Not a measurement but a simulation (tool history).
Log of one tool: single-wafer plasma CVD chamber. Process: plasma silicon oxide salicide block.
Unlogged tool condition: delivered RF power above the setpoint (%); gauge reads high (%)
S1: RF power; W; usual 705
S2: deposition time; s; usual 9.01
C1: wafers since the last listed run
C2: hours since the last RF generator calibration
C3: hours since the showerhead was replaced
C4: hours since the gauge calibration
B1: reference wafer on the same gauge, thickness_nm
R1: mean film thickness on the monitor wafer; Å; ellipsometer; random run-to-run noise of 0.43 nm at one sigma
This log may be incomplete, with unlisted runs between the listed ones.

run	hour	S1	S2	C1	C2	C3	C4	B1	R1
1	0.0	705	9.01	0	647.5	1676.4	8.4	85.982	996.54
2	55.9	735	9.55	934	703.4	1732.3	64.3	86.038	1064.74
3	89.8	630	8.25	567	737.3	1766.2	98.2	86.053	880.65
4	132.0	705	7.81	705	779.5	1808.4	140.4	86.011	859.97
5	289.6	705	7.81	2636	937.1	1966.0	298.0	86.057	857.57
6	333.1	705	7.63	727	980.6	2009.5	341.5	85.904	838.91
7	390.5	705	9.01	960	1038.0	2066.9	398.9	85.989	998.18
8	526.8	705	9.01	2279	1174.3	2203.2	535.2	85.933	985.41
# hour 730.4: RF generator calibrated
9	730.9	705	9.01	3280	0.5	2407.3	739.3	86.001	1005.44
10	753.8	640	9.01	383	23.4	2430.2	762.2	86.057	978.62
# hour 786.1: gauge calibrated
# hour 812.0: showerhead replaced
11	812.5	640	9.01	848	82.1	0.5	26.4	86.018	976.73
12	871.1	705	9.01	980	140.7	59.1	85.0	86.055	1001.02
13	939.7	705	10.38	1147	209.3	127.7	153.6	85.994	1157.00
14	1008.5	640	10.69	1150	278.1	196.5	222.4	85.943	1147.50
15	1068.2	765	8.18	998	337.8	256.2	282.1	85.993	934.15
16	1220.3	595	9.01	2544	489.9	408.3	434.2	86.022	944.49
17	1267.8	705	9.01	794	537.4	455.8	481.7	86.087	1003.34
18	1307.5	650	9.01	664	577.1	495.5	521.4	85.980	973.98
19	1363.1	705	9.01	929	632.7	551.1	577.0	85.980	1005.67
20	1430.8	705	9.01	1132	700.4	618.8	644.7	85.995	991.92
21	1457.9	805	10.70	453	727.5	645.9	671.8	86.010	1216.84
22	1486.7	635	9.49	481	756.3	674.7	700.6	86.046	1019.51

For each entry between runs, how does the tool's hidden state at the last listed run before it compare with that at the first listed run after it?
Logged between run 8 and run 9: RF generator calibrated (hour 730.4)
  delivered RF power above the setpoint (%): -6.92 -> -0.384
  the result without the hidden state subtracted from the measured one, R1: -20.39 -> -1.11 Å
Logged between run 10 and run 11: gauge calibrated (hour 786.1); showerhead replaced (hour 812.0)
  delivered RF power above the setpoint (%): -0.518 -> -0.862
  the result without the hidden state subtracted from the measured one, R1: -1.46 -> -2.42 Å
